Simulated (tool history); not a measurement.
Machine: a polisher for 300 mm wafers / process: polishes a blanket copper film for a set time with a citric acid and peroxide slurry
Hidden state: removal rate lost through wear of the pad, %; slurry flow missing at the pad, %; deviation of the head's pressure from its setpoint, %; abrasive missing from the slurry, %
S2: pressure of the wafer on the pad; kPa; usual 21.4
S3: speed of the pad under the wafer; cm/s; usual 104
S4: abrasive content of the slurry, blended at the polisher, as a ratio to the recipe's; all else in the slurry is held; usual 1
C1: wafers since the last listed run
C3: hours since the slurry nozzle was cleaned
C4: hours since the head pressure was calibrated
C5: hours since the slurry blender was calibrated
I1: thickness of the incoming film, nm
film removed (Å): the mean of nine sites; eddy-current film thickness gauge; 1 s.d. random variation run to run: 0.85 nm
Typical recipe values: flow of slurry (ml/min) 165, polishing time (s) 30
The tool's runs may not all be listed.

{"run": 1, "hour": 0.0, "flow of slurry (ml/min)": 165, "S2": 21.4, "S3": 104, "S4": 1, "polishing time (s)": 30, "C1": 0, "wafers polished on this pad": 1904, "C3": 418.5, "C4": 609.5, "C5": 330.4, "I1": 1107, "film removed (Å)": 652}
{"run": 2, "hour": 36.5, "flow of slurry (ml/min)": 165, "S2": 21.4, "S3": 104, "S4": 1, "polishing time (s)": 30, "C1": 407, "wafers polished on this pad": 2311, "C3": 455, "C4": 646, "C5": 366.9, "I1": 1079.6, "film removed (Å)": 640}
{"hour": 68.8, "done": "head pressure recalibrated"}
{"run": 3, "hour": 94.1, "flow of slurry (ml/min)": 165, "S2": 21.4, "S3": 84, "S4": 1, "polishing time (s)": 30, "C1": 621, "wafers polished on this pad": 2932, "C3": 512.6, "C4": 25.3, "C5": 424.5, "I1": 1120.3, "film removed (Å)": 531}
{"hour": 109.2, "done": "slurry nozzle cleaned"}
{"run": 4, "hour": 140.9, "flow of slurry (ml/min)": 165, "S2": 21.4, "S3": 84, "S4": 1, "polishing time (s)": 30, "C1": 511, "wafers polished on this pad": 3444, "C3": 31.7, "C4": 72.1, "C5": 471.3, "I1": 1085.1, "film removed (Å)": 522}
{"run": 5, "hour": 178.6, "flow of slurry (ml/min)": 165, "S2": 21.4, "S3": 84, "S4": 1, "polishing time (s)": 30, "C1": 421, "wafers polished on this pad": 3865, "C3": 69.4, "C4": 109.8, "C5": 509, "I1": 1115.2, "film removed (Å)": 519}
{"run": 6, "hour": 202.7, "flow of slurry (ml/min)": 165, "S2": 19.3, "S3": 104, "S4": 1, "polishing time (s)": 30, "C1": 269, "wafers polished on this pad": 4134, "C3": 93.5, "C4": 133.9, "C5": 533.1, "I1": 1083.7, "film removed (Å)": 581}
{"hour": 220.5, "done": "slurry blender recalibrated"}
{"hour": 266.5, "done": "worn pad replaced by a new one"}
{"run": 7, "hour": 267.0, "flow of slurry (ml/min)": 110, "S2": 24.8, "S3": 104, "S4": 1, "polishing time (s)": 34, "C1": 651, "wafers polished on this pad": 5, "C3": 157.8, "C4": 198.2, "C5": 46.5, "I1": 1098.7, "film removed (Å)": 777}
{"run": 8, "hour": 301.1, "flow of slurry (ml/min)": 120, "S2": 21.4, "S3": 92, "S4": 1.15, "polishing time (s)": 26, "C1": 380, "wafers polished on this pad": 386, "C3": 191.9, "C4": 232.3, "C5": 80.6, "I1": 1117.8, "film removed (Å)": 494}
{"run": 9, "hour": 510.9, "flow of slurry (ml/min)": 165, "S2": 21.4, "S3": 104, "S4": 1, "polishing time (s)": 30, "C1": 2343, "wafers polished on this pad": 2729, "C3": 401.7, "C4": 442.1, "C5": 290.4, "I1": 1110.9, "film removed (Å)": 653}
{"run": 10, "hour": 563.1, "flow of slurry (ml/min)": 205, "S2": 21.4, "S3": 104, "S4": 1, "polishing time (s)": 30, "C1": 583, "wafers polished on this pad": 3312, "C3": 453.9, "C4": 494.3, "C5": 342.6, "I1": 1101.8, "film removed (Å)": 673}
{"hour": 588.0, "done": "slurry nozzle cleaned"}
{"run": 11, "hour": 616.3, "flow of slurry (ml/min)": 165, "S2": 21.4, "S3": 104, "S4": 1, "polishing time (s)": 30, "C1": 583, "wafers polished on this pad": 3895, "C3": 28.3, "C4": 547.5, "C5": 395.8, "I1": 1092.1, "film removed (Å)": 653}
{"hour": 648.5, "done": "head pressure recalibrated"}
{"hour": 649.4, "done": "slurry blender recalibrated"}
{"run": 12, "hour": 676.0, "flow of slurry (ml/min)": 165, "S2": 21.4, "S3": 104, "S4": 1, "polishing time (s)": 26, "C1": 634, "wafers polished on this pad": 4530, "C3": 88, "C4": 27.5, "C5": 26.6, "I1": 1097.5, "film removed (Å)": 567}
{"run": 13, "hour": 705.1, "flow of slurry (ml/min)": 190, "S2": 21.4, "S3": 82, "S4": 1.3, "polishing time (s)": 30, "C1": 325, "wafers polished on this pad": 4855, "C3": 117.1, "C4": 56.6, "C5": 55.7, "I1": 1102.9, "film removed (Å)": 567}
{"run": 14, "hour": 756.9, "flow of slurry (ml/min)": 165, "S2": 21.4, "S3": 104, "S4": 1, "polishing time (s)": 30, "C1": 578, "wafers polished on this pad": 5434, "C3": 168.9, "C4": 108.4, "C5": 107.5, "I1": 1096.2, "film removed (Å)": 643}
{"run": 15, "hour": 791.3, "flow of slurry (ml/min)": 215, "S2": 21.4, "S3": 132, "S4": 1.25, "polishing time (s)": 30, "C1": 384, "wafers polished on this pad": 5818, "C3": 203.3, "C4": 142.8, "C5": 141.9, "I1": 1111.3, "film removed (Å)": 922}
{"hour": 833.8, "done": "worn pad replaced by a new one"}
{"run": 16, "hour": 842.5, "flow of slurry (ml/min)": 165, "S2": 21.4, "S3": 104, "S4": 1, "polishing time (s)": 30, "C1": 527, "wafers polished on this pad": 97, "C3": 254.5, "C4": 194, "C5": 193.1, "I1": 1108.6, "film removed (Å)": 642}
{"run": 17, "hour": 899.8, "flow of slurry (ml/min)": 165, "S2": 21.4, "S3": 104, "S4": 1, "polishing time (s)": 30, "C1": 639, "wafers polished on this pad": 737, "C3": 311.8, "C4": 251.3, "C5": 250.4, "I1": 1106.2, "film removed (Å)": 637}
{"run": 18, "hour": 943.1, "flow of slurry (ml/min)": 135, "S2": 21.4, "S3": 104, "S4": 1, "polishing time (s)": 30, "C1": 483, "wafers polished on this pad": 1221, "C3": 355.1, "C4": 294.6, "C5": 293.7, "I1": 1107, "film removed (Å)": 640}
{"run": 19, "hour": 1005.3, "flow of slurry (ml/min)": 105, "S2": 21.4, "S3": 104, "S4": 1.15, "polishing time (s)": 24, "C1": 694, "wafers polished on this pad": 1916, "C3": 417.3, "C4": 356.8, "C5": 355.9, "I1": 1109.6, "film removed (Å)": 511}
{"hour": 1115.7, "done": "slurry nozzle cleaned"}
{"run": 20, "hour": 1123.7, "flow of slurry (ml/min)": 165, "S2": 21.4, "S3": 104, "S4": 1, "polishing time (s)": 30, "C1": 1311, "wafers polished on this pad": 3227, "C3": 8, "C4": 475.2, "C5": 474.3, "I1": 1092.7, "film removed (Å)": 660}
{"hour": 1155.9, "done": "slurry blender recalibrated"}
{"run": 21, "hour": 1156.2, "flow of slurry (ml/min)": 195, "S2": 21.4, "S3": 118, "S4": 1.15, "polishing time (s)": 38, "C1": 340, "wafers polished on this pad": 3567, "C3": 40.5, "C4": 507.7, "C5": 0.3, "I1": 1092.9, "film removed (Å)": 983}
{"run": 22, "hour": 1225.0, "flow of slurry (ml/min)": 165, "S2": 18.6, "S3": 104, "S4": 0.75, "polishing time (s)": 30, "C1": 768, "wafers polished on this pad": 4336, "C3": 109.3, "C4": 576.5, "C5": 69.1, "I1": 1083.4, "film removed (Å)": 505}
{"run": 23, "hour": 1253.3, "flow of slurry (ml/min)": 165, "S2": 14.5, "S3": 104, "S4": 1, "polishing time (s)": 39, "C1": 316, "wafers polished on this pad": 4652, "C3": 137.6, "C4": 604.8, "C5": 97.4, "I1": 1093.4, "film removed (Å)": 569}
{"hour": 1288.4, "done": "worn pad replaced by a new one"}
{"run": 24, "hour": 1309.2, "flow of slurry (ml/min)": 165, "S2": 26.9, "S3": 104, "S4": 1, "polishing time (s)": 20, "C1": 579, "wafers polished on this pad": 232, "C3": 193.5, "C4": 660.7, "C5": 153.3, "I1": 1095.6, "film removed (Å)": 546}
{"hour": 1365.4, "done": "head pressure recalibrated"}
{"run": 25, "hour": 1365.9, "flow of slurry (ml/min)": 165, "S2": 26.9, "S3": 104, "S4": 1, "polishing time (s)": 30, "C1": 610, "wafers polished on this pad": 843, "C3": 250.2, "C4": 0.5, "C5": 210, "I1": 1106.9, "film removed (Å)": 822}
{"run": 26, "hour": 1433.5, "flow of slurry (ml/min)": 165, "S2": 21.4, "S3": 104, "S4": 0.75, "polishing time (s)": 30, "C1": 755, "wafers polished on this pad": 1598, "C3": 317.8, "C4": 68.1, "C5": 277.6, "I1": 1102.5, "film removed (Å)": 581}
{"run": 27, "hour": 1469.5, "flow of slurry (ml/min)": 165, "S2": 21.4, "S3": 104, "S4": 1, "polishing time (s)": 30, "C1": 402, "wafers polished on this pad": 2000, "C3": 353.8, "C4": 104.1, "C5": 313.6, "I1": 1094.6, "film removed (Å)": 656}
{"run": 28, "hour": 1518.0, "flow of slurry (ml/min)": 165, "S2": 21.4, "S3": 104, "S4": 1, "polishing time (s)": 30, "C1": 541, "wafers polished on this pad": 2542, "C3": 402.3, "C4": 152.6, "C5": 362.1, "I1": 1090.1, "film removed (Å)": 641}
{"hour": 1558.0, "done": "slurry nozzle cleaned"}
{"hour": 1599.5, "done": "slurry blender recalibrated"}
{"run": 29, "hour": 1676.3, "flow of slurry (ml/min)": 165, "S2": 21.4, "S3": 104, "S4": 1, "polishing time (s)": 30, "C1": 1734, "wafers polished on this pad": 4277, "C3": 118.3, "C4": 310.9, "C5": 76.8, "I1": 1105, "film removed (Å)": 642}

Each row is a separate what-if for the run after 29, all from the same tool condition, not one after another. Results?
{"run": "A", "hour": 1676.7, "flow of slurry (ml/min)": 165, "S2": 21.4, "S3": 104, "S4": 1, "polishing time (s)": 21, "C1": 4, "wafers polished on this pad": 4281, "C3": 118.7, "C4": 311.3, "C5": 77.2, "I1": 1101.1, "film removed (Å)": "?"}
{"run": "B", "hour": 1676.7, "flow of slurry (ml/min)": 185, "S2": 21.4, "S3": 104, "S4": 0.75, "polishing time (s)": 30, "C1": 4, "wafers polished on this pad": 4281, "C3": 118.7, "C4": 311.3, "C5": 77.2, "I1": 1101.1, "film removed (Å)": "?"}
{"run": "C", "hour": 1676.7, "flow of slurry (ml/min)": 115, "S2": 18.6, "S3": 120, "S4": 1, "polishing time (s)": 30, "C1": 4, "wafers polished on this pad": 4281, "C3": 118.7, "C4": 311.3, "C5": 77.2, "I1": 1101.1, "film removed (Å)": "?"}
{"run": "D", "hour": 1676.7, "flow of slurry (ml/min)": 165, "S2": 26.2, "S3": 138, "S4": 1.15, "polishing time (s)": 24, "C1": 4, "wafers polished on this pad": 4281, "C3": 118.7, "C4": 311.3, "C5": 77.2, "I1": 1101.1, "film removed (Å)": "?"}
{"run": "E", "hour": 1676.7, "flow of slurry (ml/min)": 165, "S2": 23.4, "S3": 104, "S4": 0.9, "polishing time (s)": 23, "C1": 4, "wafers polished on this pad": 4281, "C3": 118.7, "C4": 311.3, "C5": 77.2, "I1": 1101.1, "film removed (Å)": "?"}

run=A film_removed_(Å)=448
run=B film_removed_(Å)=580
run=C film_removed_(Å)=608
run=D film_removed_(Å)=867
run=E film_removed_(Å)=516
With no hidden state in the tool, these same runs would have given:
run=A film_removed_(Å)=448
run=B film_removed_(Å)=580
run=C film_removed_(Å)=608
run=D film_removed_(Å)=867
run=E film_removed_(Å)=516
